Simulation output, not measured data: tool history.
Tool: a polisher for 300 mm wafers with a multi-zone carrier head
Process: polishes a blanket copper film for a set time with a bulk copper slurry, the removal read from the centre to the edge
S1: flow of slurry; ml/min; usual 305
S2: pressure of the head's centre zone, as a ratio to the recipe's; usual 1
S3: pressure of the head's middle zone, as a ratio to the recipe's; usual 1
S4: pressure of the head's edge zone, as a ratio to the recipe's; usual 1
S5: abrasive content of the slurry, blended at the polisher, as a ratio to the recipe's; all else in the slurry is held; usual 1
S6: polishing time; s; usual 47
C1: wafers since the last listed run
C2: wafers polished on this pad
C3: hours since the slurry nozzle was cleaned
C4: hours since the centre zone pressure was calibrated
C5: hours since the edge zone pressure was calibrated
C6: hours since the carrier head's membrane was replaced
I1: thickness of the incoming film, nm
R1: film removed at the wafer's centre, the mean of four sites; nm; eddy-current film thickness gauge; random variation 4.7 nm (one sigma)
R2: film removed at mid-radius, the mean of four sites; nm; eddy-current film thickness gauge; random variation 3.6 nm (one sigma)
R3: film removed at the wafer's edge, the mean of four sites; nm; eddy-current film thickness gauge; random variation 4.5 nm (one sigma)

Run 1, hour 0: usual settings; C1 0; C2 1148; C3 329.7; C4 448.8; C5 92.5; C6 1815.1; I1 4643.8. Result: R1 356.5 nm, R2 347.5 nm, R3 326.6 nm.
Run 2, hour 23: usual settings; C1 223; C2 1371; C3 352.7; C4 471.8; C5 115.5; C6 1838.1; I1 4597.2. Result: R1 344.7 nm, R2 339.8 nm, R3 324.7 nm.
At hour 42.8: worn pad replaced by a new one.
Run 3, hour 43.4: usual settings; C1 159; C2 5; C3 373.1; C4 492.2; C5 135.9; C6 1858.5; I1 4503.9. Result: R1 356 nm, R2 344.8 nm, R3 322.4 nm.
Run 4, hour 101.3: usual settings; C1 561; C2 567; C3 431; C4 550.1; C5 193.8; C6 1916.4; I1 4580.6. Result: R1 355 nm, R2 344.8 nm, R3 329.5 nm.
Run 5, hour 128.4: usual settings but S1 240 ml/min, S3 1.09, S5 1.3, S6 35 s; C1 262; C2 830; C3 458.1; C4 577.2; C5 220.9; C6 1943.5; I1 4587.3. Result: R1 278.5 nm, R2 283.5 nm, R3 251.9 nm.
At hour 141: carrier head's membrane replaced by a new one.
Run 6, hour 152.6: usual settings but S3 0.94, S4 0.97, S6 37 s; C1 186; C2 1016; C3 482.3; C4 601.4; C5 245.1; C6 11.6; I1 4613.7. Result: R1 280.7 nm, R2 252.2 nm, R3 253.6 nm.
At hour 155.4: centre zone pressure recalibrated.
Run 7, hour 167.9: usual settings; C1 128; C2 1145; C3 497.6; C4 12.5; C5 260.4; C6 26.9; I1 4632.7. Result: R1 317.7 nm, R2 339.5 nm, R3 321.9 nm.
Run 8, hour 185.6: usual settings; C1 171; C2 1316; C3 515.3; C4 30.2; C5 278.1; C6 44.6; I1 4575.5. Result: R1 322.8 nm, R2 339.8 nm, R3 325.3 nm.
At hour 218.1: worn pad replaced by a new one.
Run 9, hour 218.6: usual settings but S5 1.25; C1 281; C2 4; C3 548.3; C4 63.2; C5 311.1; C6 77.6; I1 4604. Result: R1 340.1 nm, R2 358 nm, R3 333.4 nm.
Run 10, hour 239: usual settings; C1 197; C2 202; C3 568.7; C4 83.6; C5 331.5; C6 98; I1 4602.3. Result: R1 334.4 nm, R2 342.3 nm, R3 321.2 nm.
Run 11, hour 274.2: usual settings but S6 57 s; C1 341; C2 544; C3 603.9; C4 118.8; C5 366.7; C6 133.2; I1 4612.5. Result: R1 396.2 nm, R2 406.6 nm, R3 376.3 nm.
At hour 291.8: slurry nozzle cleaned.
Run 12, hour 298.5: usual settings but S1 395 ml/min, S3 1.04, S5 0.75; C1 225; C2 770; C3 6.7; C4 143.1; C5 391; C6 157.5; I1 4579.3. Result: R1 320.7 nm, R2 340.8 nm, R3 317.1 nm.
Run 13, hour 322: usual settings but S2 0.91, S4 1.11, S5 0.75, S6 38 s; C1 227; C2 997; C3 30.2; C4 166.6; C5 414.5; C6 181; I1 4550.1. Result: R1 241.7 nm, R2 261.4 nm, R3 260.3 nm.
Run 14, hour 334.3: usual settings but S3 1.1, S5 1.2; C1 119; C2 1117; C3 42.5; C4 178.9; C5 426.8; C6 193.3; I1 4506.1. Result: R1 351 nm, R2 389 nm, R3 339 nm.
Run 15, hour 361.8: usual settings but S6 60 s; C1 266; C2 1383; C3 70; C4 206.4; C5 454.3; C6 220.8; I1 4574.8. Result: R1 439.9 nm, R2 443.1 nm, R3 424.1 nm.
At hour 400.8: worn pad replaced by a new one.
Run 16, hour 401.3: usual settings but S6 35 s; C1 344; C2 5; C3 109.5; C4 245.9; C5 493.8; C6 260.3; I1 4595.1. Result: R1 261.4 nm, R2 261.1 nm, R3 245.3 nm.
Run 17, hour 421.8: usual settings but S1 205 ml/min, S4 0.9; C1 198; C2 204; C3 130; C4 266.4; C5 514.3; C6 280.8; I1 4568. Result: R1 335.4 nm, R2 333.5 nm, R3 301 nm.
Run 18, hour 434.8: usual settings but S1 255 ml/min, S6 32 s; C1 126; C2 330; C3 143; C4 279.4; C5 527.3; C6 293.8; I1 4498.4. Result: R1 232.4 nm, R2 228.2 nm, R3 218.1 nm.
Run 19, hour 462.5: usual settings but S1 355 ml/min; C1 268; C2 598; C3 170.7; C4 307.1; C5 555; C6 321.5; I1 4562.4. Result: R1 351.5 nm, R2 350.4 nm, R3 338.8 nm.

Run 20 comes next. What will it give?
Run 20, hour 484.4: usual settings but S2 0.92, S4 1.1; C1 212; C2 811; C3 192.6; C4 329; C5 576.9; C6 343.4; I1 4578. Result: R1 ?, R2 ?, R3 ?.

Run 20 gave R1 321.6 nm, R2 343.6 nm, R3 335.4 nm.
Without the tool's hidden state the same run would have given R1 305 nm, R2 345.6 nm, R3 336.8 nm.

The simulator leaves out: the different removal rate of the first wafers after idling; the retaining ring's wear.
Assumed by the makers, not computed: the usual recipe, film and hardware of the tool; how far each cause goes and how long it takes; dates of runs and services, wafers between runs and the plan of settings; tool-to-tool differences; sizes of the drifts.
